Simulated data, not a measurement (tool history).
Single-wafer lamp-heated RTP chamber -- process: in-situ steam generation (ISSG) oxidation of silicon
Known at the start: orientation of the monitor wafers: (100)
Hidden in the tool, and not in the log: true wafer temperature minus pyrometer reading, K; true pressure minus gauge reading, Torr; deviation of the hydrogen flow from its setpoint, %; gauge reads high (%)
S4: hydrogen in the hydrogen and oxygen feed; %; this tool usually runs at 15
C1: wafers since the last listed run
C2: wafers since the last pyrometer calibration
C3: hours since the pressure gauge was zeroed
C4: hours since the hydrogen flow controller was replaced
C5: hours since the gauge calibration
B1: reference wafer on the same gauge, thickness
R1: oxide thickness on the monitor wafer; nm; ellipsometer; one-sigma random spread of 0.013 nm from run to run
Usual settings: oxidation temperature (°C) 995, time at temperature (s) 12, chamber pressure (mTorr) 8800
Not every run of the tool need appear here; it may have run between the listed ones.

run 1 day=0.000 | oxidation_temperature_(°C)=995 time_at_temperature_(s)=12 chamber_pressure_(mTorr)=8800 S4=15 | C1=0 C2=4916 C3=1737.9 C4=3207.5 C5=479.2 | B1=3.380 | R1=3.972
run 2 day=1.767 | oxidation_temperature_(°C)=995 time_at_temperature_(s)=9 chamber_pressure_(mTorr)=8800 S4=11 | C1=351 C2=5267 C3=1780.3 C4=3249.9 C5=521.6 | B1=3.383 | R1=3.248
run 3 day=3.342 | oxidation_temperature_(°C)=995 time_at_temperature_(s)=12 chamber_pressure_(mTorr)=8800 S4=15 | C1=312 C2=5580 C3=1818.1 C4=3287.7 C5=559.4 | B1=3.380 | R1=3.954
run 4 day=6.196 | oxidation_temperature_(°C)=995 time_at_temperature_(s)=12 chamber_pressure_(mTorr)=8800 S4=15 | C1=567 C2=6147 C3=1886.6 C4=3356.2 C5=627.9 | B1=3.377 | R1=3.948
-- day=6.517 gauge calibrated
run 5 day=7.712 | oxidation_temperature_(°C)=1002 time_at_temperature_(s)=12 chamber_pressure_(mTorr)=8800 S4=15 | C1=301 C2=6449 C3=1923.0 C4=3392.6 C5=28.7 | B1=3.381 | R1=4.036
run 6 day=9.238 | oxidation_temperature_(°C)=1002 time_at_temperature_(s)=12 chamber_pressure_(mTorr)=8800 S4=15 | C1=303 C2=6752 C3=1959.6 C4=3429.2 C5=65.3 | B1=3.383 | R1=4.048
run 7 day=10.696 | oxidation_temperature_(°C)=995 time_at_temperature_(s)=12 chamber_pressure_(mTorr)=8800 S4=15 | C1=289 C2=7041 C3=1994.6 C4=3464.2 C5=100.3 | B1=3.383 | R1=3.949
run 8 day=13.550 | oxidation_temperature_(°C)=995 time_at_temperature_(s)=12 chamber_pressure_(mTorr)=8800 S4=15 | C1=567 C2=7609 C3=2063.1 C4=3532.7 C5=168.8 | B1=3.376 | R1=3.921
run 9 day=15.954 | oxidation_temperature_(°C)=995 time_at_temperature_(s)=12 chamber_pressure_(mTorr)=8300 S4=15 | C1=477 C2=8086 C3=2120.8 C4=3590.4 C5=226.5 | B1=3.376 | R1=3.969
-- day=18.492 pyrometer window cleaned and pyrometer calibrated
run 10 day=18.767 | oxidation_temperature_(°C)=995 time_at_temperature_(s)=12 chamber_pressure_(mTorr)=8300 S4=15 | C1=492 C2=54 C3=2188.3 C4=3657.9 C5=294.0 | B1=3.377 | R1=3.953
run 11 day=20.304 | oxidation_temperature_(°C)=995 time_at_temperature_(s)=12 chamber_pressure_(mTorr)=8800 S4=15 | C1=305 C2=360 C3=2225.2 C4=3694.8 C5=330.9 | B1=3.378 | R1=3.948
run 12 day=23.183 | oxidation_temperature_(°C)=995 time_at_temperature_(s)=12 chamber_pressure_(mTorr)=8300 S4=15 | C1=572 C2=932 C3=2294.3 C4=3763.9 C5=400.0 | B1=3.382 | R1=3.950
-- day=23.612 pressure gauge zeroed
run 13 day=24.346 | oxidation_temperature_(°C)=1012 time_at_temperature_(s)=12 chamber_pressure_(mTorr)=8800 S4=22 | C1=164 C2=1097 C3=17.6 C4=3791.8 C5=427.9 | B1=3.376 | R1=4.587
run 14 day=25.954 | oxidation_temperature_(°C)=1005 time_at_temperature_(s)=10 chamber_pressure_(mTorr)=9500 S4=11 | C1=319 C2=1416 C3=56.2 C4=3830.4 C5=466.5 | B1=3.380 | R1=3.487
run 15 day=28.550 | oxidation_temperature_(°C)=995 time_at_temperature_(s)=12 chamber_pressure_(mTorr)=8800 S4=15 | C1=515 C2=1932 C3=118.5 C4=3892.7 C5=528.8 | B1=3.381 | R1=3.936
-- day=29.325 hydrogen flow controller replaced
-- day=32.292 gauge calibrated
run 16 day=36.821 | oxidation_temperature_(°C)=975 time_at_temperature_(s)=12 chamber_pressure_(mTorr)=8300 S4=18 | C1=1577 C2=3509 C3=317.0 C4=179.9 C5=108.7 | B1=3.377 | R1=3.888
run 17 day=38.154 | oxidation_temperature_(°C)=982 time_at_temperature_(s)=14 chamber_pressure_(mTorr)=8800 S4=15 | C1=264 C2=3774 C3=349.0 C4=211.9 C5=140.7 | B1=3.381 | R1=4.050
run 18 day=39.821 | oxidation_temperature_(°C)=995 time_at_temperature_(s)=9 chamber_pressure_(mTorr)=8800 S4=11 | C1=331 C2=4105 C3=389.0 C4=251.9 C5=180.7 | B1=3.377 | R1=3.233
run 19 day=41.650 | oxidation_temperature_(°C)=995 time_at_temperature_(s)=12 chamber_pressure_(mTorr)=8800 S4=23 | C1=363 C2=4469 C3=432.9 C4=295.8 C5=224.6 | B1=3.377 | R1=4.371
run 20 day=43.004 | oxidation_temperature_(°C)=995 time_at_temperature_(s)=9 chamber_pressure_(mTorr)=7500 S4=15 | C1=269 C2=4738 C3=465.4 C4=328.3 C5=257.1 | B1=3.383 | R1=3.505
run 21 day=44.496 | oxidation_temperature_(°C)=995 time_at_temperature_(s)=12 chamber_pressure_(mTorr)=9900 S4=11 | C1=296 C2=5034 C3=501.2 C4=364.1 C5=292.9 | B1=3.380 | R1=3.640

Give the tool's hidden conditions for every run:
true wafer temperature minus pyrometer reading, K: 0 on each run
true pressure minus gauge reading, Torr: 0 on each run
deviation of the hydrogen flow from its setpoint, %: 0 on each run
gauge reads high (%): 0 on each run
